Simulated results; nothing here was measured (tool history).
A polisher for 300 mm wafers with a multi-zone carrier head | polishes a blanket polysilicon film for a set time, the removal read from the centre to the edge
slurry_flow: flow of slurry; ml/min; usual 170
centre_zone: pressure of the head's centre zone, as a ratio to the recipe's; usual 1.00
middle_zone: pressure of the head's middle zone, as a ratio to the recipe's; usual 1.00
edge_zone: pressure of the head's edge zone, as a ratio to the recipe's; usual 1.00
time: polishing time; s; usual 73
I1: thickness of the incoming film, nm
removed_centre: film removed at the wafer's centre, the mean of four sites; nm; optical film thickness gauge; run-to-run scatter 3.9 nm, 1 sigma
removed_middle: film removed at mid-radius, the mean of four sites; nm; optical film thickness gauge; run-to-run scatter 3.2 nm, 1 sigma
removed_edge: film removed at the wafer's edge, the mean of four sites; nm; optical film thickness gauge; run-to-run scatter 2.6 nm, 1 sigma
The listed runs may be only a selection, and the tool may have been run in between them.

{"run": 1, "day": 0.0, "slurry_flow": 170, "centre_zone": 1.0, "middle_zone": 1.0, "edge_zone": 0.97, "time": 73, "I1": 1323.9, "removed_centre": 329.2, "removed_middle": 343.9, "removed_edge": 347.8}
{"run": 2, "day": 1.746, "slurry_flow": 170, "centre_zone": 1.0, "middle_zone": 1.0, "edge_zone": 0.97, "time": 73, "I1": 1332.1, "removed_centre": 324.1, "removed_middle": 338.2, "removed_edge": 345.8}
{"run": 3, "day": 4.354, "slurry_flow": 170, "centre_zone": 1.0, "middle_zone": 1.0, "edge_zone": 0.97, "time": 73, "I1": 1327.2, "removed_centre": 316.9, "removed_middle": 336.4, "removed_edge": 346.1}
{"day": 4.938, "done": "slurry nozzle cleaned, repeated, since the last time left the tool worse"}
{"run": 4, "day": 5.908, "slurry_flow": 170, "centre_zone": 1.0, "middle_zone": 0.89, "edge_zone": 1.0, "time": 56, "I1": 1310.8, "removed_centre": 308.4, "removed_middle": 283.9, "removed_edge": 311.6}
{"run": 5, "day": 7.808, "slurry_flow": 170, "centre_zone": 1.0, "middle_zone": 1.0, "edge_zone": 1.0, "time": 73, "I1": 1309.9, "removed_centre": 399.8, "removed_middle": 415.5, "removed_edge": 403.1}
{"day": 7.958, "done": "centre zone pressure recalibrated"}
{"day": 8.879, "done": "worn pad replaced by a new one"}
{"run": 6, "day": 9.017, "slurry_flow": 170, "centre_zone": 1.06, "middle_zone": 1.0, "edge_zone": 0.89, "time": 73, "I1": 1326.1, "removed_centre": 432.4, "removed_middle": 413.3, "removed_edge": 385.3}
{"run": 7, "day": 10.7, "slurry_flow": 170, "centre_zone": 1.0, "middle_zone": 1.0, "edge_zone": 1.0, "time": 51, "I1": 1304.6, "removed_centre": 284.5, "removed_middle": 286.1, "removed_edge": 282.5}
{"day": 11.462, "done": "carrier head's membrane replaced by a new one"}
{"run": 8, "day": 13.325, "slurry_flow": 170, "centre_zone": 1.0, "middle_zone": 0.89, "edge_zone": 1.0, "time": 56, "I1": 1354.4, "removed_centre": 306.1, "removed_middle": 284.0, "removed_edge": 309.6}
{"run": 9, "day": 14.717, "slurry_flow": 170, "centre_zone": 1.0, "middle_zone": 1.0, "edge_zone": 1.0, "time": 73, "I1": 1310.4, "removed_centre": 396.1, "removed_middle": 408.9, "removed_edge": 402.3}
{"day": 16.912, "done": "edge zone pressure recalibrated"}
{"run": 10, "day": 17.304, "slurry_flow": 170, "centre_zone": 1.0, "middle_zone": 0.89, "edge_zone": 1.0, "time": 73, "I1": 1331.3, "removed_centre": 406.3, "removed_middle": 367.7, "removed_edge": 394.8}
{"run": 11, "day": 19.896, "slurry_flow": 170, "centre_zone": 1.0, "middle_zone": 1.0, "edge_zone": 1.0, "time": 73, "I1": 1347.7, "removed_centre": 396.3, "removed_middle": 401.5, "removed_edge": 396.6}
{"run": 12, "day": 21.454, "slurry_flow": 190, "centre_zone": 1.0, "middle_zone": 1.0, "edge_zone": 1.0, "time": 73, "I1": 1315.5, "removed_centre": 412.8, "removed_middle": 409.5, "removed_edge": 409.0}
{"day": 22.992, "done": "centre zone pressure recalibrated"}
{"run": 13, "day": 23.012, "slurry_flow": 170, "centre_zone": 1.0, "middle_zone": 1.0, "edge_zone": 1.0, "time": 73, "I1": 1327.2, "removed_centre": 388.5, "removed_middle": 401.8, "removed_edge": 400.5}
{"day": 23.562, "done": "worn pad replaced by a new one"}
{"run": 14, "day": 24.492, "slurry_flow": 170, "centre_zone": 1.0, "middle_zone": 1.0, "edge_zone": 1.0, "time": 73, "I1": 1326.8, "removed_centre": 392.3, "removed_middle": 394.0, "removed_edge": 395.9}
{"run": 15, "day": 26.296, "slurry_flow": 170, "centre_zone": 1.0, "middle_zone": 1.0, "edge_zone": 1.0, "time": 73, "I1": 1322.0, "removed_centre": 388.3, "removed_middle": 393.5, "removed_edge": 391.8}
{"run": 16, "day": 27.833, "slurry_flow": 170, "centre_zone": 1.0, "middle_zone": 1.0, "edge_zone": 1.0, "time": 73, "I1": 1320.0, "removed_centre": 387.4, "removed_middle": 397.7, "removed_edge": 397.5}
{"day": 28.858, "done": "slurry nozzle cleaned"}
{"run": 17, "day": 30.35, "slurry_flow": 170, "centre_zone": 0.94, "middle_zone": 1.04, "edge_zone": 1.04, "time": 80, "I1": 1326.9, "removed_centre": 412.8, "removed_middle": 467.5, "removed_edge": 447.0}
{"run": 18, "day": 32.262, "slurry_flow": 170, "centre_zone": 1.0, "middle_zone": 1.0, "edge_zone": 1.0, "time": 63, "I1": 1333.9, "removed_centre": 353.5, "removed_middle": 349.1, "removed_edge": 347.3}
{"run": 19, "day": 34.692, "slurry_flow": 170, "centre_zone": 0.95, "middle_zone": 1.0, "edge_zone": 0.91, "time": 73, "I1": 1326.1, "removed_centre": 386.1, "removed_middle": 406.1, "removed_edge": 387.2}
{"run": 20, "day": 36.221, "slurry_flow": 215, "centre_zone": 1.0, "middle_zone": 1.0, "edge_zone": 1.0, "time": 73, "I1": 1328.0, "removed_centre": 423.4, "removed_middle": 422.4, "removed_edge": 411.3}
{"day": 36.625, "done": "centre zone pressure recalibrated"}
{"run": 21, "day": 37.421, "slurry_flow": 155, "centre_zone": 0.9, "middle_zone": 1.1, "edge_zone": 1.0, "time": 66, "I1": 1313.0, "removed_centre": 315.5, "removed_middle": 388.4, "removed_edge": 358.4}
{"day": 39.262, "done": "worn pad replaced by a new one"}
{"run": 22, "day": 39.788, "slurry_flow": 170, "centre_zone": 0.88, "middle_zone": 1.0, "edge_zone": 0.93, "time": 73, "I1": 1306.8, "removed_centre": 356.7, "removed_middle": 404.8, "removed_edge": 384.2}

4 ways to go on from here, each from the tool as it stands after run 22. What would each give?
{"run": "A", "day": 39.804, "slurry_flow": 170, "centre_zone": 1.0, "middle_zone": 1.07, "edge_zone": 1.0, "time": 73, "I1": 1326.4, "removed_centre": "?", "removed_middle": "?", "removed_edge": "?"}
{"run": "B", "day": 39.804, "slurry_flow": 170, "centre_zone": 0.94, "middle_zone": 1.0, "edge_zone": 1.05, "time": 73, "I1": 1326.4, "removed_centre": "?", "removed_middle": "?", "removed_edge": "?"}
{"run": "C", "day": 39.804, "slurry_flow": 170, "centre_zone": 1.0, "middle_zone": 0.88, "edge_zone": 1.0, "time": 58, "I1": 1326.4, "removed_centre": "?", "removed_middle": "?", "removed_edge": "?"}
{"run": "D", "day": 39.804, "slurry_flow": 170, "centre_zone": 1.05, "middle_zone": 1.06, "edge_zone": 0.96, "time": 92, "I1": 1326.4, "removed_centre": "?", "removed_middle": "?", "removed_edge": "?"}

run=A removed_centre=400.5 removed_middle=430.8 removed_edge=403.5
run=B removed_centre=376.1 removed_middle=406.9 removed_edge=413.6
run=C removed_centre=317.8 removed_middle=290.4 removed_edge=321.4
run=D removed_centre=530.1 removed_middle=538.5 removed_edge=498.8
The same runs, with their run-to-run variation unchanged, on a tool lacking any hidden condition would have given:
run=A removed_centre=410.3 removed_middle=440.2 removed_edge=409.8
run=B removed_centre=385.3 removed_middle=415.7 removed_edge=420.1
run=C removed_centre=325.6 removed_middle=296.7 removed_edge=326.5
run=D removed_centre=543.1 removed_middle=550.2 removed_edge=506.6
